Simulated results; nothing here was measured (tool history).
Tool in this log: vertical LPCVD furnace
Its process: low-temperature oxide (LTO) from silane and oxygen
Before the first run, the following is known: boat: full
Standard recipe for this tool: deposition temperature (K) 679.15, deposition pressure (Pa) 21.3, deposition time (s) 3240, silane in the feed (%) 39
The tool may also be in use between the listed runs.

run    hour  deposition temperature (K)  deposition pressure (Pa)  deposition time (s)  silane in the feed (%)  read-back reference wafer on the same gauge, thickness  film thickness on the monitor wafer in the middle of the boat (nm)
  1     0.0                      679.15                      21.3                 3240                      39                                                  347.11                                                              371.57
  2    54.5                      679.15                      21.3                 3240                      39                                                  347.00                                                              371.84
  3    94.9                      679.15                      21.3                 3240                      39                                                  347.06                                                              371.31
  4   163.8                      679.15                      21.3                 3240                      39                                                  347.03                                                              371.64
  5   227.2                      674.15                      21.3                 3240                      39                                                  346.90                                                              351.26
  6   257.1                      679.15                      21.3                 3240                      39                                                  346.76                                                              371.63
  7   322.1                      679.15                      21.3                 3240                      39                                                  347.07                                                              370.59
  8   366.9                      679.15                      21.3                 3240                      39                                                  347.15                                                              371.17
  9   399.1                      679.15                      21.3                 3240                      39                                                  347.14                                                              371.21
 10   431.1                      679.15                      21.3                 3240                      36                                                  347.08                                                              334.27
 11   461.0                      679.15                      21.3                 3240                      39                                                  347.19                                                              372.12
 12   486.1                      679.15                      21.3                 3240                      39                                                  346.97                                                              369.89
 13   546.2                      679.15                      21.3                 3240                      36                                                  346.90                                                              333.27
      555.4  -- gauge calibrated
 14   607.8                      679.15                      21.3                 3240                      39                                                  347.01                                                              370.49
      649.8  -- thermocouples replaced and temperature profile calibrated
      694.1  -- pressure gauge zeroed
 15   694.6                      679.15                      21.3                 3240                      39                                                  346.86                                                              369.14
 16   718.1                      679.15                      26.0                 2790                      39                                                  347.13                                                              389.44
 17   754.1                      682.15                      21.3                 3870                      39                                                  346.93                                                              456.00
 18   819.5                      679.15                      24.0                 2880                      43                                                  346.96                                                              416.46
      877.6  -- silane flow controller replaced
 19   878.1                      679.15                      21.3                 3240                      39                                                  347.04                                                              362.00
 20   926.1                      671.15                      21.3                 3240                      39                                                  347.01                                                              331.46
     1089.4  -- silane flow controller replaced, repeated, since the last time left the tool worse
 21  1111.9                      679.15                      23.3                 2220                      43                                                  346.98                                                              321.53
 22  1157.5                      673.15                      21.3                 3240                      33                                                  347.04                                                              289.81
 23  1202.8                      668.15                      24.7                 4470                      39                                                  346.92                                                              541.83
 24  1264.7                      679.15                      21.3                 2310                      39                                                  346.93                                                              274.05
 25  1332.2                      679.15                      21.3                 3240                      39                                                  346.78                                                              381.97

Selected run-to-run steps in film thickness on the monitor wafer in the middle of the boat (nm), each split into two signed amounts: the part the tool would show with no hidden state at all (from settings, incoming material and random variation), and the remainder, which goes to the hidden state together with any gauge scatter not common to the measured and the hidden-state-free results:
What the log doesn't record here: true tube temperature minus thermocouple reading, K; true pressure minus gauge reading, mTorr; deviation of the silane flow from its setpoint, %; gauge reads high (%).
Run 18 -> 19: deposition pressure (Pa) 24.0 -> 21.3, deposition time (s) 2880 -> 3240, silane in the feed (%) 43 -> 39, silane flow controller replaced. film thickness on the monitor wafer in the middle of the boat (nm) -54.46: hidden state -10.17, all else -44.29.
Run 20 -> 21: deposition temperature (K) 671.15 -> 679.15, deposition pressure (Pa) 21.3 -> 23.3, deposition time (s) 3240 -> 2220, silane in the feed (%) 39 -> 43, silane flow controller replaced, repeated, since the last time left the tool worse. film thickness on the monitor wafer in the middle of the boat (nm) -9.93: hidden state +21.09, all else -31.02.
Run 22 -> 23: deposition temperature (K) 673.15 -> 668.15, deposition pressure (Pa) 21.3 -> 24.7, deposition time (s) 3240 -> 4470, silane in the feed (%) 33 -> 39. film thickness on the monitor wafer in the middle of the boat (nm) +252.02: hidden state -0.18, all else +252.20.
Run 23 -> 24: deposition temperature (K) 668.15 -> 679.15, deposition pressure (Pa) 24.7 -> 21.3, deposition time (s) 4470 -> 2310. film thickness on the monitor wafer in the middle of the boat (nm) -267.78: hidden state -0.48, all else -267.30.
